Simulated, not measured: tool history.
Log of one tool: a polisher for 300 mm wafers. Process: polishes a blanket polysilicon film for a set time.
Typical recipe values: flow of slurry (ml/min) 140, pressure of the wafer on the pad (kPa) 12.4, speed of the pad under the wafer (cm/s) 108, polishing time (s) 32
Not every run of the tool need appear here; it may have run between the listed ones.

run	hour	flow of slurry (ml/min)	pressure of the wafer on the pad (kPa)	speed of the pad under the wafer (cm/s)	polishing time (s)	wafers since the last listed run	wafers polished on this pad	hours since the slurry nozzle was cleaned	hours since the head pressure was calibrated	incoming thickness of the incoming film, nm	film removed (Å)
1	0.0	140	12.4	108	32	0	992	127.8	654.6	1317.0	1492
2	23.3	140	12.4	108	32	329	1322	151.1	677.9	1295.3	1468
3	55.9	140	12.4	108	32	461	1783	183.7	710.5	1311.8	1472
# hour 91.4: worn pad replaced by a new one
4	91.9	140	12.4	108	32	452	7	219.7	746.5	1318.7	1667
5	102.2	140	12.4	122	32	145	153	230.0	756.8	1299.3	1809
6	130.8	140	12.4	122	32	404	558	258.6	785.4	1299.2	1678
7	145.6	140	12.4	108	32	209	767	273.4	800.2	1286.3	1571
8	163.4	140	12.4	108	32	251	1019	291.2	818.0	1319.3	1531
9	189.3	140	12.4	108	32	366	1386	317.1	843.9	1294.8	1484
# hour 251.5: head pressure recalibrated
# hour 261.7: worn pad replaced by a new one
10	272.0	140	12.4	108	32	1085	145	399.8	20.5	1313.2	1646
11	302.7	140	12.4	108	32	434	579	430.5	51.2	1293.6	1585
12	327.6	140	12.4	108	32	352	932	455.4	76.1	1302.3	1485
13	345.1	140	12.4	108	32	247	1179	472.9	93.6	1311.1	1553
14	375.7	140	12.4	108	32	433	1612	503.5	124.2	1304.5	1479
15	395.7	140	12.4	108	28	283	1895	523.5	144.2	1323.1	1310
16	409.4	140	15.9	90	36	193	2089	537.2	157.9	1318.2	1770
# hour 415.5: worn pad replaced by a new one
# hour 436.3: slurry nozzle cleaned
17	440.6	140	12.4	108	26	370	341	4.3	189.1	1302.7	1338
18	475.7	140	12.4	108	32	496	837	39.4	224.2	1296.5	1536
19	505.8	140	14.5	120	36	425	1263	69.5	254.3	1303.7	2052
20	538.5	140	12.4	108	40	462	1726	102.2	287.0	1326.3	1903
21	567.2	140	11.0	94	40	406	2132	130.9	315.7	1305.0	1510
# hour 577.8: worn pad replaced by a new one
22	595.9	140	12.4	108	32	349	256	159.6	344.4	1276.1	1567
23	617.7	115	14.5	88	28	308	564	181.4	366.2	1296.4	1254
24	652.0	140	12.4	108	32	485	1049	215.7	400.5	1304.6	1514
25	669.2	140	13.8	70	32	243	1293	232.9	417.7	1302.7	1158
26	695.9	120	15.9	86	35	377	1671	259.6	444.4	1302.9	1608
27	730.2	120	8.3	108	32	485	2156	293.9	478.7	1301.6	1054
# hour 737.3: worn pad replaced by a new one
28	758.0	100	12.4	108	24	336	293	321.7	506.5	1291.3	1097
29	829.9	140	14.5	108	36	1017	1310	393.6	578.4	1281.1	1940

Measured less the same run without the tool's hidden state. The same run-to-run variation is in both; the gauge's scatter may not be:
Hidden state at play: removal rate lost through wear of the pad, %; slurry flow missing at the pad, %; deviation of the head's pressure from its setpoint, %.
run	film removed (Å)
1	-153
2	-171
3	-188
4	-18
5	-55
6	-122
7	-139
8	-156
9	-173
10	-41
11	-110
12	-138
13	-162
14	-174
15	-161
16	-223
17	-61
18	-130
19	-214
20	-221
21	-185
22	-67
23	-92
24	-157
25	-132
26	-199
27	-139
28	-52
29	-222
